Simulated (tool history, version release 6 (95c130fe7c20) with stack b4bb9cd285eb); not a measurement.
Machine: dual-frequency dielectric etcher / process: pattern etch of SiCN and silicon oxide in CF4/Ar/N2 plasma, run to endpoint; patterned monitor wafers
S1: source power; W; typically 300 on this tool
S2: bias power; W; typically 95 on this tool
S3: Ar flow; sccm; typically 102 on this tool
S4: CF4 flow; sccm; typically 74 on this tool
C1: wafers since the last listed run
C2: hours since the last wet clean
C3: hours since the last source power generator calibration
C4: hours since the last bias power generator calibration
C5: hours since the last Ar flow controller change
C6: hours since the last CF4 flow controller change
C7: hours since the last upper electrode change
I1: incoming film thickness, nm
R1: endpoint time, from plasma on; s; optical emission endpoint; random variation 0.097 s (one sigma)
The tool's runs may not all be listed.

run,day,S1,S2,S3,S4,C1,C2,C3,C4,C5,C6,C7,I1,R1
1,0.000,300,95,102,74,0,103.2,823.7,946.4,2459.3,2597.1,3612.8,10.73,15.0
2,3.100,280,95,102,74,849,177.6,898.1,1020.8,2533.7,2671.5,3687.2,10.80,16.1
3,5.138,280,95,102,74,558,226.5,947.0,1069.7,2582.6,2720.4,3736.1,10.69,15.9
4,8.608,280,95,102,74,950,309.8,1030.3,1153.0,2665.9,2803.7,3819.4,10.72,15.8
5,10.858,300,95,102,74,616,363.8,1084.3,1207.0,2719.9,2857.7,3873.4,10.71,14.6
# day 16.996: upper electrode replaced
# day 23.554: wet clean of the chamber
6,24.000,300,95,116,74,3051,10.7,1399.7,1522.4,3035.3,3173.1,168.1,10.65,14.9
7,27.888,300,95,102,74,1064,104.0,1493.0,1615.7,3128.6,3266.4,261.4,10.73,14.9
# day 31.454: CF4 flow controller replaced
8,31.979,300,95,102,74,1052,202.2,1591.2,1713.9,3226.8,12.6,359.6,10.65,14.6
9,36.350,280,95,102,74,1197,307.1,1696.1,1818.8,3331.7,117.5,464.5,10.65,15.6
10,39.175,300,95,102,64,773,374.9,1763.9,1886.6,3399.5,185.3,532.3,10.59,14.6
# day 42.225: source power generator calibrated
11,43.283,280,95,102,74,1079,473.5,25.4,1985.2,3498.1,283.9,630.9,10.65,15.4
12,45.471,340,95,86,74,599,526.0,77.9,2037.7,3550.6,336.4,683.4,10.69,12.3
13,47.046,270,112,102,74,431,563.8,115.7,2075.5,3588.4,374.2,721.2,10.73,14.7
# day 53.021: wet clean of the chamber
14,55.054,300,95,102,74,1919,48.8,307.9,2267.7,3780.6,566.4,913.4,10.68,14.8
15,58.804,280,95,102,74,1027,138.8,397.9,2357.7,3870.6,656.4,1003.4,10.64,16.0
# day 62.279: bias power generator calibrated
16,62.300,300,95,102,74,911,222.7,481.8,0.5,3954.5,740.3,1087.3,10.77,14.8
17,66.712,250,95,128,82,1208,328.6,587.7,106.4,4060.4,846.2,1193.2,10.68,18.1
18,70.012,300,95,102,65,903,407.8,666.9,185.6,4139.6,925.4,1272.4,10.50,14.4
19,74.000,330,95,102,74,1092,503.5,762.6,281.3,4235.3,1021.1,1368.1,10.71,13.0
# day 75.529: Ar flow controller replaced
# day 76.029: wet clean of the chamber
20,76.442,230,113,117,67,463,9.9,821.2,339.9,21.9,1079.7,1426.7,10.77,19.3
21,84.488,300,71,112,56,2203,203.0,1014.3,533.0,215.0,1272.8,1619.8,10.65,18.5
22,88.471,300,95,102,74,1091,298.6,1109.9,628.6,310.6,1368.4,1715.4,10.83,14.9
23,98.654,370,95,110,74,2789,543.0,1354.3,873.0,555.0,1612.8,1959.8,10.68,11.5
24,100.633,300,101,102,63,542,590.5,1401.8,920.5,602.5,1660.3,2007.3,10.67,14.1
25,102.717,300,95,119,74,570,640.5,1451.8,970.5,652.5,1710.3,2057.3,10.70,14.8

Branching from run 25: 3 alternative next runs. What would each branch give?
A,102.733,300,118,102,74,4,640.9,1452.2,970.9,652.9,1710.7,2057.7,10.75,?
B,102.733,260,95,102,74,4,640.9,1452.2,970.9,652.9,1710.7,2057.7,10.75,?
C,102.733,300,72,102,74,4,640.9,1452.2,970.9,652.9,1710.7,2057.7,10.75,?

run,R1
A,12.7
B,16.8
C,17.0
Without the tool's hidden state the same runs would have given:
run,R1
A,13.3
B,17.7
C,17.8

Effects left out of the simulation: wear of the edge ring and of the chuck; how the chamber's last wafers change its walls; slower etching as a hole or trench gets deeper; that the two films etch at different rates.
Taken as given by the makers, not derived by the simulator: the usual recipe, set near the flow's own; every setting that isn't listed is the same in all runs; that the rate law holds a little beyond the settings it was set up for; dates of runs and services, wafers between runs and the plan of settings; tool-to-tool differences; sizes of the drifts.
